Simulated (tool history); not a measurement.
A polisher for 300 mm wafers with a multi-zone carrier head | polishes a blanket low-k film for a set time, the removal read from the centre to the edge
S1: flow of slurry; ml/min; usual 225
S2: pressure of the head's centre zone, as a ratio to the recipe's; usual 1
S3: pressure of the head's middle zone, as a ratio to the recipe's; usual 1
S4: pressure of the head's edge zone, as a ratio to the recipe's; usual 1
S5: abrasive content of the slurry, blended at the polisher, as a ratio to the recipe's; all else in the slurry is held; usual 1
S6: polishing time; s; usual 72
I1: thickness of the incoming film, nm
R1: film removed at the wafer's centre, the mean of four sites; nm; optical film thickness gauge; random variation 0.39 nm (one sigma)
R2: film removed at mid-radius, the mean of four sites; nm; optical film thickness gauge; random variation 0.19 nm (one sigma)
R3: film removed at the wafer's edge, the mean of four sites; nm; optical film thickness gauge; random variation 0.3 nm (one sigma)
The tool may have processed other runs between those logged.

run   hour   S1    S2    S3    S4    S5  S6     I1    R1    R2    R3
  1      0  225     1     1     1   0.9  72  358.1  24.6    24  23.9
  2   12.1  225     1     1     1     1  72  360.9    25  24.6    25
  3   25.2  225     1     1     1     1  72  365.5  24.8  24.6  24.3
        41  -- worn pad replaced by a new one
  4   41.5  225     1     1     1     1  72  358.5  26.3  26.1  26.1
  5   47.6  225     1     1     1     1  72  353.3  26.4  25.8  26.2
  6     58  225     1     1     1     1  72  360.3  25.9  25.8  25.4
  7   73.2  225     1     1     1     1  72  363.1    25  25.2  24.9
  8   81.5  225     1     1     1     1  96  358.1  33.8  33.2  33.5
  9     91  225     1     1     1  0.75  72  361.8  21.9  22.6  22.7
 10  106.2  225     1     1     1     1  72  360.6  24.7  24.4  24.7
 11  116.7  150     1   1.1     1  1.15  72  359.7  23.4  25.8  24.6
     122.9  -- worn pad replaced by a new one
       124  -- slurry nozzle cleaned
 12  124.5  225     1     1     1     1  72  355.8  26.3  26.2  26.5
     134.4  -- carrier head's membrane replaced by a new one
 13  134.9  225     1     1  0.97  0.75  79  365.6  26.2  25.8  25.5
 14  141.7  165     1  1.09     1     1  72  357.8  25.1  26.5  24.9
 15  148.9  225     1     1     1  1.25  95  352.5    36  35.7  36.5
     162.6  -- edge zone pressure recalibrated
     165.5  -- centre zone pressure recalibrated
 16  166.9  225     1  1.03     1     1  72  356.7  25.3  25.4  25.1
 17  181.8  225     1     1     1     1  72  356.3  25.2  24.3  24.8
       200  -- worn pad replaced by a new one
 18  200.5  225     1  1.03  1.05     1  72  363.2  25.7  26.6  26.8
 19  208.3  250     1   1.1     1     1  72  360.3  26.5  28.2  26.6
 20  217.1  225     1     1     1     1  72  362.9  25.8  25.6  25.9
 21  244.8  225     1     1     1     1  72  358.4  24.9  24.7    25
 22  257.2  225  0.93  0.95     1     1  72  360.7  23.3  23.5  24.6
     277.9  -- worn pad replaced by a new one
 23    303  275     1   1.1  0.95   0.8  72  357.7  24.2  26.2  23.4

3 ways to go on from here, each from the tool as it stands after run 23. What would each give?
  A  303.4  225  1.05     1     1     1  72  359.9   ?   ?   ?
  B  303.4  200     1     1  0.93     1  72  359.9   ?   ?   ?
  C  303.4  225     1  0.96     1  0.85  72  359.9   ?   ?   ?

run    R1    R2    R3
  A  27.4  25.5  25.5
  B  25.7  25.2  24.4
  C  24.7  23.4  24.2
The same runs, with their run-to-run variation unchanged, on a tool lacking any hidden condition would have given:
run    R1    R2    R3
  A  28.3  26.4  26.3
  B  26.6  26.1  25.2
  C  25.6  24.2    25
